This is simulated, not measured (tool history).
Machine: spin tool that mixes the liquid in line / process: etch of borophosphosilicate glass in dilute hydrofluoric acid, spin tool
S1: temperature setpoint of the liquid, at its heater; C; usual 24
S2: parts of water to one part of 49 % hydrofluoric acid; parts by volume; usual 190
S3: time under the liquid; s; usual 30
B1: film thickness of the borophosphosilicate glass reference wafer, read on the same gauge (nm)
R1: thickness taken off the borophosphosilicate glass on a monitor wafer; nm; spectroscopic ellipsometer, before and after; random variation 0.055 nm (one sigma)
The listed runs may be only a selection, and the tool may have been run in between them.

{"run": 1, "day": 0.0, "S1": 24, "S2": 190, "S3": 35, "B1": 64.63, "R1": 6.95}
{"run": 2, "day": 1.229, "S1": 24, "S2": 190, "S3": 35, "B1": 64.57, "R1": 6.82}
{"run": 3, "day": 3.046, "S1": 24, "S2": 190, "S3": 30, "B1": 64.47, "R1": 6.05}
{"day": 3.967, "done": "gauge calibrated"}
{"run": 4, "day": 5.562, "S1": 24, "S2": 140, "S3": 30, "B1": 70.89, "R1": 9.27}
{"run": 5, "day": 7.096, "S1": 24, "S2": 140, "S3": 30, "B1": 70.83, "R1": 9.28}
{"run": 6, "day": 8.212, "S1": 24, "S2": 190, "S3": 30, "B1": 70.8, "R1": 6.53}
{"day": 9.162, "done": "hydrofluoric acid flow meter replaced"}
{"run": 7, "day": 9.604, "S1": 24, "S2": 190, "S3": 30, "B1": 70.71, "R1": 6.48}
{"run": 8, "day": 11.154, "S1": 24, "S2": 190, "S3": 30, "B1": 70.68, "R1": 6.55}
{"run": 9, "day": 12.258, "S1": 24, "S2": 190, "S3": 30, "B1": 70.61, "R1": 6.56}
{"run": 10, "day": 14.308, "S1": 22, "S2": 95, "S3": 50, "B1": 70.5, "R1": 21.89}
{"run": 11, "day": 17.996, "S1": 20, "S2": 190, "S3": 15, "B1": 70.34, "R1": 2.77}
{"run": 12, "day": 20.792, "S1": 28.5, "S2": 190, "S3": 30, "B1": 70.13, "R1": 7.69}
{"run": 13, "day": 23.254, "S1": 20.5, "S2": 190, "S3": 30, "B1": 70.04, "R1": 5.56}
{"run": 14, "day": 26.179, "S1": 24, "S2": 270, "S3": 15, "B1": 69.91, "R1": 2.09}
{"run": 15, "day": 27.692, "S1": 24, "S2": 155, "S3": 30, "B1": 69.86, "R1": 8.17}
{"run": 16, "day": 29.554, "S1": 21, "S2": 240, "S3": 30, "B1": 69.73, "R1": 4.31}
{"run": 17, "day": 31.621, "S1": 25.5, "S2": 120, "S3": 50, "B1": 69.62, "R1": 19.35}
{"run": 18, "day": 34.538, "S1": 24, "S2": 190, "S3": 30, "B1": 69.54, "R1": 6.35}
{"run": 19, "day": 36.042, "S1": 24, "S2": 190, "S3": 30, "B1": 69.44, "R1": 6.46}
{"run": 20, "day": 37.588, "S1": 20, "S2": 115, "S3": 30, "B1": 69.34, "R1": 9.8}
{"day": 38.508, "done": "thermometer replaced"}
{"run": 21, "day": 39.783, "S1": 19.5, "S2": 225, "S3": 25, "B1": 69.23, "R1": 3.67}
{"run": 22, "day": 41.912, "S1": 20, "S2": 115, "S3": 15, "B1": 69.16, "R1": 4.87}
{"run": 23, "day": 44.304, "S1": 24, "S2": 190, "S3": 30, "B1": 69.03, "R1": 6.3}
{"run": 24, "day": 46.012, "S1": 24, "S2": 190, "S3": 30, "B1": 68.91, "R1": 6.32}
{"run": 25, "day": 47.925, "S1": 24, "S2": 190, "S3": 30, "B1": 68.88, "R1": 6.27}
{"run": 26, "day": 49.458, "S1": 28, "S2": 225, "S3": 40, "B1": 68.78, "R1": 7.88}
{"run": 27, "day": 51.579, "S1": 24, "S2": 190, "S3": 30, "B1": 68.71, "R1": 6.3}
{"run": 28, "day": 53.354, "S1": 24, "S2": 120, "S3": 15, "B1": 68.6, "R1": 5.42}
{"run": 29, "day": 55.733, "S1": 24, "S2": 190, "S3": 15, "B1": 68.48, "R1": 3.16}
{"run": 30, "day": 58.617, "S1": 24, "S2": 265, "S3": 45, "B1": 68.34, "R1": 6.25}
{"run": 31, "day": 60.121, "S1": 24, "S2": 190, "S3": 30, "B1": 68.25, "R1": 6.28}

Hidden state or all else? Some run-to-run changes of R1, split into what the settings, what came in and random variation would give without the hidden state, and what is left for the hidden state (with any gauge scatter that isn't in both results):
Hidden conditions of the tool in this case: liquid colder than its thermometer reads (K); hydrofluoric acid flow below the setpoint (%); gauge reads high (%).
Run 3 -> 4: S2 190 -> 140, gauge calibrated. R1 +3.22 nm: hidden state +0.64, all else +2.58.
Run 9 -> 10: S1 24 -> 22, S2 190 -> 95, S3 30 -> 50. R1 +15.33 nm: hidden state +0.09, all else +15.24.
Run 10 -> 11: S1 22 -> 20, S2 95 -> 190, S3 50 -> 15. R1 -19.12 nm: hidden state -0.14, all else -18.98.
Run 16 -> 17: S1 21 -> 25.5, S2 240 -> 120, S3 30 -> 50. R1 +15.04 nm: hidden state -0.07, all else +15.11.

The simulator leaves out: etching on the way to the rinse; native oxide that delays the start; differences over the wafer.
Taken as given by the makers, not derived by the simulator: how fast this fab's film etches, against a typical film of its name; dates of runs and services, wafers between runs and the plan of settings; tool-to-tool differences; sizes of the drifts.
